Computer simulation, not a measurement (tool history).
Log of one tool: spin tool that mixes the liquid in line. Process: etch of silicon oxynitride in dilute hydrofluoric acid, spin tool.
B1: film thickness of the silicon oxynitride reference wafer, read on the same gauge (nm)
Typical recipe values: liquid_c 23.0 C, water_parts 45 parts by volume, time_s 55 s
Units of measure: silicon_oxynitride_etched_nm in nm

Run 1, hour 0.0: usual settings but liquid_c 26.5 C; B1 129.98. Result: silicon_oxynitride_etched_nm 5.67 nm.
Run 2, hour 61.3: usual settings but liquid_c 26.5 C; B1 129.98. Result: silicon_oxynitride_etched_nm 5.62 nm.
Run 3, hour 92.7: usual settings but liquid_c 19.0 C; B1 129.98. Result: silicon_oxynitride_etched_nm 3.87 nm.
Run 4, hour 156.1: usual settings but liquid_c 19.0 C; B1 129.97. Result: silicon_oxynitride_etched_nm 3.84 nm.
Run 5, hour 212.7: usual settings but liquid_c 20.5 C; B1 129.98. Result: silicon_oxynitride_etched_nm 4.07 nm.
Run 6, hour 272.7: usual settings but liquid_c 20.5 C; B1 129.98. Result: silicon_oxynitride_etched_nm 4.10 nm.
Run 7, hour 304.0: usual settings; B1 130.00. Result: silicon_oxynitride_etched_nm 4.62 nm.
Run 8, hour 335.7: usual settings; B1 130.02. Result: silicon_oxynitride_etched_nm 4.75 nm.
Run 9, hour 396.7: usual settings; B1 129.97. Result: silicon_oxynitride_etched_nm 4.67 nm.
Run 10, hour 428.2: usual settings; B1 129.98. Result: silicon_oxynitride_etched_nm 4.61 nm.
At hour 448.0: gauge calibrated.
Run 11, hour 461.6: usual settings; B1 130.01. Result: silicon_oxynitride_etched_nm 4.63 nm.
Run 12, hour 518.1: usual settings; B1 129.99. Result: silicon_oxynitride_etched_nm 4.63 nm.
At hour 541.0: hydrofluoric acid flow meter replaced.
Run 13, hour 584.3: usual settings; B1 130.01. Result: silicon_oxynitride_etched_nm 4.59 nm.
Run 14, hour 656.1: usual settings; B1 130.02. Result: silicon_oxynitride_etched_nm 4.61 nm.
Run 15, hour 709.6: usual settings; B1 130.00. Result: silicon_oxynitride_etched_nm 4.54 nm.
Run 16, hour 760.1: usual settings but liquid_c 25.0 C; B1 130.00. Result: silicon_oxynitride_etched_nm 5.12 nm.
Run 17, hour 825.7: usual settings but liquid_c 25.0 C; B1 130.02. Result: silicon_oxynitride_etched_nm 5.00 nm.
Run 18, hour 882.2: usual settings; B1 130.00. Result: silicon_oxynitride_etched_nm 4.52 nm.
Run 19, hour 926.1: usual settings but time_s 25 s; B1 129.98. Result: silicon_oxynitride_etched_nm 2.06 nm.
Run 20, hour 967.4: usual settings; B1 130.01. Result: silicon_oxynitride_etched_nm 4.53 nm.
At hour 997.8: thermometer replaced.
Run 21, hour 1000.5: usual settings but liquid_c 25.5 C, time_s 80 s; B1 130.02. Result: silicon_oxynitride_etched_nm 7.02 nm.
Run 22, hour 1041.0: usual settings but liquid_c 27.0 C, water_parts 60 parts by volume, time_s 75 s; B1 130.01. Result: silicon_oxynitride_etched_nm 5.16 nm.
Run 23, hour 1085.0: usual settings but liquid_c 27.0 C, time_s 30 s; B1 130.01. Result: silicon_oxynitride_etched_nm 2.83 nm.
At hour 1205.5: thermometer replaced, repeated, since the last time left the tool worse.
Run 24, hour 1237.2: usual settings but liquid_c 25.5 C; B1 129.99. Result: silicon_oxynitride_etched_nm 5.58 nm.
At hour 1250.1: gauge calibrated.
Run 25, hour 1288.2: usual settings but water_parts 30 parts by volume, time_s 70 s; B1 129.99. Result: silicon_oxynitride_etched_nm 9.56 nm.
Run 26, hour 1330.8: usual settings but water_parts 50 parts by volume; B1 129.99. Result: silicon_oxynitride_etched_nm 4.41 nm.
Run 27, hour 1383.8: usual settings but time_s 35 s; B1 130.02. Result: silicon_oxynitride_etched_nm 3.13 nm.
Run 28, hour 1446.5: usual settings; B1 130.00. Result: silicon_oxynitride_etched_nm 4.89 nm.
Run 29, hour 1512.6: usual settings but water_parts 30 parts by volume, time_s 40 s; B1 130.02. Result: silicon_oxynitride_etched_nm 5.38 nm.
Run 30, hour 1544.9: usual settings but liquid_c 27.0 C, water_parts 60 parts by volume, time_s 25 s; B1 129.97. Result: silicon_oxynitride_etched_nm 1.97 nm.
Run 31, hour 1582.2: usual settings but liquid_c 27.0 C; B1 129.99. Result: silicon_oxynitride_etched_nm 6.03 nm.
At hour 1658.7: hydrofluoric acid flow meter replaced.
Run 32, hour 1659.2: usual settings but water_parts 30 parts by volume; B1 129.96. Result: silicon_oxynitride_etched_nm 7.25 nm.
Run 33, hour 1699.5: usual settings; B1 129.98. Result: silicon_oxynitride_etched_nm 4.86 nm.
Run 34, hour 1730.1: usual settings but water_parts 30 parts by volume, time_s 75 s; B1 130.02. Result: silicon_oxynitride_etched_nm 10.03 nm.

For some of the steps in silicon_oxynitride_etched_nm from one run to the next: how much would appear even if the tool had no hidden state, given the settings, what came in and random variation, and how much remains for the hidden state plus any gauge scatter that the measured result and the result without hidden state don't share?
What the log doesn't record here: liquid colder than its thermometer reads (K); hydrofluoric acid flow above the setpoint (%); gauge reads high (%).
Run 20 -> 21: liquid_c 23.0 -> 25.5, time_s 55 -> 80, thermometer replaced. silicon_oxynitride_etched_nm +2.49 nm: hidden state -0.70, all else +3.19.
Run 22 -> 23: water_parts 60 -> 45, time_s 75 -> 30. silicon_oxynitride_etched_nm -2.33 nm: hidden state +0.37, all else -2.70.
Run 23 -> 24: liquid_c 27.0 -> 25.5, time_s 30 -> 55, thermometer replaced, repeated, since the last time left the tool worse. silicon_oxynitride_etched_nm +2.75 nm: hidden state +0.45, all else +2.30.
Run 25 -> 26: water_parts 30 -> 50, time_s 70 -> 55. silicon_oxynitride_etched_nm -5.15 nm: hidden state +0.01, all else -5.16.
Run 30 -> 31: water_parts 60 -> 45, time_s 25 -> 55. silicon_oxynitride_etched_nm +4.06 nm: hidden state -0.08, all else +4.14.
Run 33 -> 34: water_parts 45 -> 30, time_s 55 -> 75. silicon_oxynitride_etched_nm +5.17 nm: hidden state -0.15, all else +5.32.
